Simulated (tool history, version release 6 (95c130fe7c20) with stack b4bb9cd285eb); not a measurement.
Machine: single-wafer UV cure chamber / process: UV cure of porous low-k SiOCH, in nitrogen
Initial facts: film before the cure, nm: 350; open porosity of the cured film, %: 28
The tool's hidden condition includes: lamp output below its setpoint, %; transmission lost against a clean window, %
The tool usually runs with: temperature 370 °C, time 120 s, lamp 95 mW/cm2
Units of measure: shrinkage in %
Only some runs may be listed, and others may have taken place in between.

run	hour	temperature	time	lamp	wafers since the last listed run	hours since the UV bulbs were replaced	wafers since the quartz window was cleaned	shrinkage
1	0	370	120	95	0	1865.6	291	7.267
2	29.3	370	120	95	219	1894.9	511	7.289
3	59.5	370	120	95	226	1925.1	738	7.102
4	92.5	370	120	95	247	1958.1	986	6.69
5	110.9	370	120	95	138	1976.5	1124	6.632
# hour 147.7: quartz window cleaned
6	148.2	370	120	95	219	2013.8	3	6.947
7	165.7	370	120	95	131	2031.3	135	6.959
8	179.7	370	90	95	105	2045.3	240	5.757
# hour 248: UV bulbs replaced
9	248.5	370	90	95	456	0.5	696	7.373
10	266.3	374	120	95	133	18.3	830	8.567
11	283.2	374	120	95	126	35.2	957	8.484
12	309	374	120	95	193	61	1150	8.244
# hour 324.1: quartz window cleaned
13	392.5	364	55	71	566	144.5	513	4.438
14	419	370	120	77	198	171	712	7.727
15	433.2	383	55	95	106	185.2	819	5.558
16	448.8	364	55	71	117	200.8	936	4.147
17	509.1	370	120	64	452	261.1	1388	6.158
# hour 535.7: quartz window cleaned
18	536.2	370	190	106	143	288.2	3	11.521
19	554.5	370	120	127	137	306.5	141	10.149

What does the tool deliver on the next run?
20	581.4	370	185	95	201	333.4	343	?

Run 20 gave shrinkage 10.842 %.
If the tool had no hidden condition, the same run with the same run-to-run variation would have returned shrinkage 11.123 %.
